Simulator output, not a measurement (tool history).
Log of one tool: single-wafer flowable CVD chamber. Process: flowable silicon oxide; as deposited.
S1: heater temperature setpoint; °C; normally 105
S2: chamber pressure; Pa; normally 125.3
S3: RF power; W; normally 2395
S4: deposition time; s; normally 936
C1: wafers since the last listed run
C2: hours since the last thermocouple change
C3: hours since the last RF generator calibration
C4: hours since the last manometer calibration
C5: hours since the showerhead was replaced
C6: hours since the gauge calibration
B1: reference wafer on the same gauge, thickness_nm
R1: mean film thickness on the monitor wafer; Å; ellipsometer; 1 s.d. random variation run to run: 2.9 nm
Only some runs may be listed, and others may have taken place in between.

run    hour   S1     S2    S3    S4   C1      C2      C3      C4      C5      C6       B1       R1
  1     0.0  105  125.3  2025   799    0   107.5   222.8   795.3  6150.4   346.2  577.977  5076.75
  2    74.2  105  102.8  2555   936  123   181.7   297.0   869.5  6224.6   420.4  577.241  5095.62
  3   178.6  105  102.8  2555   936  173   286.1   401.4   973.9  6329.0   524.8  578.004  5075.45
  4   243.4  105  102.8  2555   936  107   350.9   466.2  1038.7  6393.8   589.6  578.446  5084.63
      291.4  -- capacitance manometer re-zeroed and calibrated
  5   385.9  105  125.3  2395   936  223   493.4   608.7    94.5  6536.3   732.1  578.594  5971.53
  6   437.5  105  125.3  2395   936   85   545.0   660.3   146.1  6587.9   783.7  578.904  5969.05
  7   485.8  105  101.9  2635   936   80   593.3   708.6   194.4  6636.2   832.0  577.602  5022.61
  8   591.4  105  125.3  2395   936  175   698.9   814.2   300.0  6741.8   937.6  578.027  6045.36
  9   696.3  105  125.3  2395   936  173   803.8   919.1   404.9  6846.7  1042.5  576.975  5973.16
      766.3  -- showerhead replaced, of another model than before
 10   766.8  105  125.3  2395   936  103   874.3   989.6   475.4     0.5  1113.0  578.531  5994.12
 11   833.7  105  125.3  2395   936  110   941.2  1056.5   542.3    67.4  1179.9  578.149  6002.43
 12   870.5  105  125.3  2395   936   61   978.0  1093.3   579.1   104.2  1216.7  576.363  5988.27
 13   924.8  101  125.3  2095   936   90  1032.3  1147.6   633.4   158.5  1271.0  577.541  6617.90
 14  1025.8  105  125.3  2395   936  167  1133.3  1248.6   734.4   259.5  1372.0  576.662  5906.34
     1062.2  -- gauge calibrated
     1067.8  -- thermocouple changed; heater temperature recalibrated
 15  1108.0  105  125.3  2395  1063  123    40.2  1330.8   816.6   341.7    45.8  578.859  6963.40
 16  1198.9  105  148.4  2395   936  150   131.1  1421.7   907.5   432.6   136.7  577.805  6894.75
     1230.6  -- RF generator calibrated
 17  1264.7  105  125.3  1925  1103   95   196.9    34.1   973.3   498.4   202.5  577.520  6392.08
 18  1327.6  105  125.3  2395   936  104   259.8    97.0  1036.2   561.3   265.4  578.567  6014.95
     1384.2  -- capacitance manometer re-zeroed and calibrated
 19  1432.2  105  125.3  2395   936  160   364.4   201.6    48.0   665.9   370.0  577.921  6039.33
 20  1491.7   93  134.7  2395   828   98   423.9   261.1   107.5   725.4   429.5  578.379  8781.05
 21  1596.0  105  125.3  2395  1084  172   528.2   365.4   211.8   829.7   533.8  578.979  6957.18
 22  1667.3  115  125.3  2395   936  118   599.5   436.7   283.1   901.0   605.1  578.096  4200.38
 23  1766.5  100  125.3  2180  1116  164   698.7   535.9   382.3  1000.2   704.3  577.369  8351.55
 24  1885.0  105  140.7  2630   936  196   817.2   654.4   500.8  1118.7   822.8  578.518  6648.99
 25  1990.8  110  106.5  2395  1103  175   923.0   760.2   606.6  1224.5   928.6  577.859  5231.28
 26  2098.8  105  125.3  2395   936  179  1031.0   868.2   714.6  1332.5  1036.6  578.766  5975.84
     2125.2  -- gauge calibrated
 27  2199.8  105  125.3  2395   936  167  1132.0   969.2   815.6  1433.5    74.6  578.407  5986.50
 28  2280.3   95  125.3  2395   936  133  1212.5  1049.7   896.1  1514.0   155.1  578.154  8610.00

Below, each run's measurement less what the same run would have read without the hidden state. Both values contain the same run-to-run variation, but the gauge's scatter may not be the same in both:
What the log doesn't record here: wafer temperature above the value expected at the setpoint (K); delivered RF power above the setpoint (%); true pressure above the setpoint (%); gauge reads high (%).
run       R1
  1   -40.75
  2   -61.37
  3   -83.84
  4   -95.26
  5  -134.07
  6  -140.18
  7  -122.21
  8  -156.25
  9  -161.16
 10  -165.34
 11  -168.42
 12  -169.38
 13  -193.80
 14  -171.49
 15   -37.90
 16   -77.25
 17   -93.28
 18  -104.22
 19  -126.68
 20  -201.64
 21  -173.92
 22  -101.38
 23  -228.15
 24  -192.45
 25  -147.37
 26  -181.79
 27  -184.81
 28  -268.67
